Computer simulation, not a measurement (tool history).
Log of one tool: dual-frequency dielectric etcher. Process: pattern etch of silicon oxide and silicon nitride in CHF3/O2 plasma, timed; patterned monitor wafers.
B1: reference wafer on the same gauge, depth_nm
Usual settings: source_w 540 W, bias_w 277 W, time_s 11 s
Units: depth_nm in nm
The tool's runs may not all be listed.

run 1 hour=0 | source_w=540 bias_w=277 time_s=11 | B1=19.6 | depth_nm=17.91
run 2 hour=14.1 | source_w=540 bias_w=330 time_s=11 | B1=19.61 | depth_nm=18.87
run 3 hour=23.5 | source_w=540 bias_w=330 time_s=11 | B1=19.59 | depth_nm=18.74
run 4 hour=39.7 | source_w=540 bias_w=330 time_s=11 | B1=19.6 | depth_nm=18.81
run 5 hour=54.1 | source_w=540 bias_w=277 time_s=11 | B1=19.61 | depth_nm=17.87
run 6 hour=64.1 | source_w=540 bias_w=277 time_s=11 | B1=19.63 | depth_nm=17.86
run 7 hour=80.9 | source_w=540 bias_w=277 time_s=11 | B1=19.62 | depth_nm=17.8
-- hour=113.7 upper electrode replaced
run 8 hour=119.3 | source_w=610 bias_w=277 time_s=11 | B1=19.61 | depth_nm=18.65
run 9 hour=133.4 | source_w=610 bias_w=277 time_s=11 | B1=19.6 | depth_nm=18.57
-- hour=139.7 gauge calibrated
run 10 hour=149.9 | source_w=540 bias_w=252 time_s=11 | B1=19.59 | depth_nm=17.38
run 11 hour=157.8 | source_w=540 bias_w=252 time_s=11 | B1=19.58 | depth_nm=17.33
run 12 hour=173.3 | source_w=540 bias_w=277 time_s=13 | B1=19.62 | depth_nm=21.09
-- hour=183.2 bias power generator calibrated
run 13 hour=184.9 | source_w=540 bias_w=277 time_s=13 | B1=19.59 | depth_nm=21
run 14 hour=191.9 | source_w=540 bias_w=277 time_s=13 | B1=19.6 | depth_nm=20.98
-- hour=203.2 source power generator calibrated
run 15 hour=204.5 | source_w=540 bias_w=235 time_s=12 | B1=19.6 | depth_nm=18.66
run 16 hour=215.6 | source_w=540 bias_w=277 time_s=11 | B1=19.61 | depth_nm=17.79
run 17 hour=232.1 | source_w=540 bias_w=277 time_s=11 | B1=19.6 | depth_nm=17.67
run 18 hour=239.9 | source_w=540 bias_w=241 time_s=10 | B1=19.59 | depth_nm=15.66
run 19 hour=251.9 | source_w=540 bias_w=277 time_s=11 | B1=19.58 | depth_nm=17.77
run 20 hour=262.1 | source_w=540 bias_w=301 time_s=9.5 | B1=19.61 | depth_nm=15.7
run 21 hour=309.5 | source_w=580 bias_w=277 time_s=11 | B1=19.58 | depth_nm=18.07
-- hour=338 wet clean of the chamber
run 22 hour=338.5 | source_w=540 bias_w=277 time_s=9 | B1=19.61 | depth_nm=14.86
run 23 hour=339 | source_w=440 bias_w=277 time_s=8 | B1=19.59 | depth_nm=12.25
-- hour=355.5 gauge calibrated
run 24 hour=355.7 | source_w=460 bias_w=231 time_s=14 | B1=19.6 | depth_nm=20.7
run 25 hour=366.3 | source_w=650 bias_w=304 time_s=8 | B1=19.62 | depth_nm=14.44
run 26 hour=382.2 | source_w=540 bias_w=277 time_s=12.5 | B1=19.59 | depth_nm=20.49
run 27 hour=393 | source_w=540 bias_w=236 time_s=13.5 | B1=19.59 | depth_nm=21.23
run 28 hour=406.1 | source_w=470 bias_w=300 time_s=11 | B1=19.6 | depth_nm=17.61
run 29 hour=416.3 | source_w=540 bias_w=277 time_s=12 | B1=19.61 | depth_nm=19.7
run 30 hour=430.2 | source_w=600 bias_w=277 time_s=11 | B1=19.61 | depth_nm=18.67
run 31 hour=438.7 | source_w=640 bias_w=305 time_s=12 | B1=19.62 | depth_nm=21.47

Some steps in depth_nm between neighbouring runs. How much of each would the tool show without its hidden state too (settings, what came in, random variation), and how much is left for the hidden state, with any gauge scatter that isn't in both results?
The hidden state here: etch rate over this chamber's usual, %; source power that arrives over what is set, %; bias power that arrives over what is set, %; gauge reads high (%).
Run 11 -> 12: bias_w 252 -> 277, time_s 11 -> 13. depth_nm +3.76 nm: hidden state -0.09, all else +3.85.
Run 20 -> 21: source_w 540 -> 580, bias_w 301 -> 277, time_s 9.5 -> 11. depth_nm +2.37 nm: hidden state -0.1, all else +2.47.
Run 21 -> 22: source_w 580 -> 540, time_s 11 -> 9, wet clean of the chamber. depth_nm -3.21 nm: hidden state +0.44, all else -3.65.
Run 23 -> 24: source_w 440 -> 460, bias_w 277 -> 231, time_s 8 -> 14, gauge calibrated. depth_nm +8.45 nm: hidden state -0.03, all else +8.48.
Run 24 -> 25: source_w 460 -> 650, bias_w 231 -> 304, time_s 14 -> 8. depth_nm -6.26 nm: hidden state +0, all else -6.26.
Run 25 -> 26: source_w 650 -> 540, bias_w 304 -> 277, time_s 8 -> 12.5. depth_nm +6.05 nm: hidden state -0.03, all else +6.08.
